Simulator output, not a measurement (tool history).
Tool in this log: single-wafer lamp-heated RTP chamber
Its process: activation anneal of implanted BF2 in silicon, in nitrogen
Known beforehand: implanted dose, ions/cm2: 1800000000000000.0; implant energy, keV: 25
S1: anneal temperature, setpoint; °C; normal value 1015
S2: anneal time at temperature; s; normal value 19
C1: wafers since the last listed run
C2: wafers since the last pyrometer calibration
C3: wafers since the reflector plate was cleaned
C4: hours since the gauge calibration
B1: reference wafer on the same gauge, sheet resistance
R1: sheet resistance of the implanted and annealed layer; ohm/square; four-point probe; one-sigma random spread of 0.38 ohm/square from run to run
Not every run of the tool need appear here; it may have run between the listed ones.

Run 1, hour 0: usual settings but S1 1008 °C; C1 0; C2 1205; C3 5591; C4 241.6; B1 126.95. Result: R1 148.81 ohm/square.
Run 2, hour 15.2: usual settings but S1 1001 °C; C1 234; C2 1439; C3 5825; C4 256.8; B1 126.99. Result: R1 157.66 ohm/square.
Run 3, hour 47.4: usual settings but S1 1001 °C; C1 497; C2 1936; C3 6323; C4 289; B1 127. Result: R1 155.86 ohm/square.
Run 4, hour 61.3: usual settings but S1 1001 °C; C1 214; C2 2151; C3 6537; C4 302.9; B1 126.96. Result: R1 156.08 ohm/square.
At hour 82.4: pyrometer window cleaned and pyrometer calibrated.
Run 5, hour 86.2: usual settings; C1 260; C2 59; C3 6798; C4 327.8; B1 127.01. Result: R1 143.34 ohm/square.
Run 6, hour 116.1: usual settings; C1 461; C2 520; C3 7260; C4 357.7; B1 127.01. Result: R1 143.88 ohm/square.
Run 7, hour 138.2: usual settings; C1 341; C2 862; C3 7601; C4 379.8; B1 126.98. Result: R1 143.21 ohm/square.
Run 8, hour 167.5: usual settings; C1 452; C2 1314; C3 8054; C4 409.1; B1 127.03. Result: R1 141.85 ohm/square.
Run 9, hour 182.7: usual settings; C1 234; C2 1549; C3 8288; C4 424.3; B1 126.97. Result: R1 140.83 ohm/square.
At hour 188.8: gauge calibrated.
At hour 240.4: pyrometer window cleaned and pyrometer calibrated.
Run 10, hour 265.2: usual settings; C1 1150; C2 383; C3 9439; C4 76.4; B1 127.03. Result: R1 142.7 ohm/square.
Run 11, hour 300.6: usual settings but S1 995 °C; C1 546; C2 929; C3 9985; C4 111.8; B1 126.98. Result: R1 165.69 ohm/square.
At hour 333.2: reflector plate cleaned.
Run 12, hour 333.7: usual settings; C1 387; C2 1317; C3 7; C4 144.9; B1 126.97. Result: R1 142.52 ohm/square.
Run 13, hour 345.9: usual settings but S1 999 °C, S2 30 s; C1 188; C2 1505; C3 195; C4 157.1; B1 127.02. Result: R1 148 ohm/square.
Run 14, hour 372.4: usual settings but S1 1034 °C; C1 409; C2 1914; C3 605; C4 183.6; B1 126.98. Result: R1 122.78 ohm/square.
At hour 410.8: pyrometer window cleaned and pyrometer calibrated.
Run 15, hour 411.3: usual settings but S1 1002 °C, S2 24 s; C1 477; C2 7; C3 1082; C4 222.5; B1 127.02. Result: R1 152.33 ohm/square.
Run 16, hour 457.8: usual settings but S2 12 s; C1 718; C2 725; C3 1800; C4 269; B1 126.97. Result: R1 152.9 ohm/square.
Run 17, hour 478.3: usual settings but S1 986 °C, S2 28 s; C1 316; C2 1041; C3 2116; C4 289.5; B1 126.94. Result: R1 168.33 ohm/square.
Run 18, hour 504.4: usual settings; C1 403; C2 1444; C3 2519; C4 315.6; B1 127. Result: R1 141.56 ohm/square.
Run 19, hour 518.3: usual settings; C1 214; C2 1659; C3 2734; C4 329.5; B1 127.01. Result: R1 141.33 ohm/square.
At hour 521.8: gauge calibrated.
Run 20, hour 551.1: usual settings but S1 1003 °C; C1 506; C2 2166; C3 3241; C4 29.3; B1 126.99. Result: R1 152.76 ohm/square.

Predict each of these 4 candidate next runs independently; none follows another, all start after run 20:
Run A, hour 551.5: usual settings; C1 6; C2 2172; C3 3247; C4 29.7; B1 ?. Result: R1 ?.
Run B, hour 551.5: usual settings but S1 1005 °C, S2 8 s; C1 6; C2 2172; C3 3247; C4 29.7; B1 ?. Result: R1 ?.
Run C, hour 551.5: usual settings but S2 22 s; C1 6; C2 2172; C3 3247; C4 29.7; B1 ?. Result: R1 ?.
Run D, hour 551.5: usual settings but S1 1036 °C; C1 6; C2 2172; C3 3247; C4 29.7; B1 ?. Result: R1 ?.

run      B1      R1
  A  127.03  140.34
  B  127.03  169.18
  C  127.03  136.98
  D  127.03  121.47
Take away the tool's hidden state, keep each run's random variation, and the runs would have read:
run      R1
  A  143.76
  B  172.78
  C  140.39
  D   124.2

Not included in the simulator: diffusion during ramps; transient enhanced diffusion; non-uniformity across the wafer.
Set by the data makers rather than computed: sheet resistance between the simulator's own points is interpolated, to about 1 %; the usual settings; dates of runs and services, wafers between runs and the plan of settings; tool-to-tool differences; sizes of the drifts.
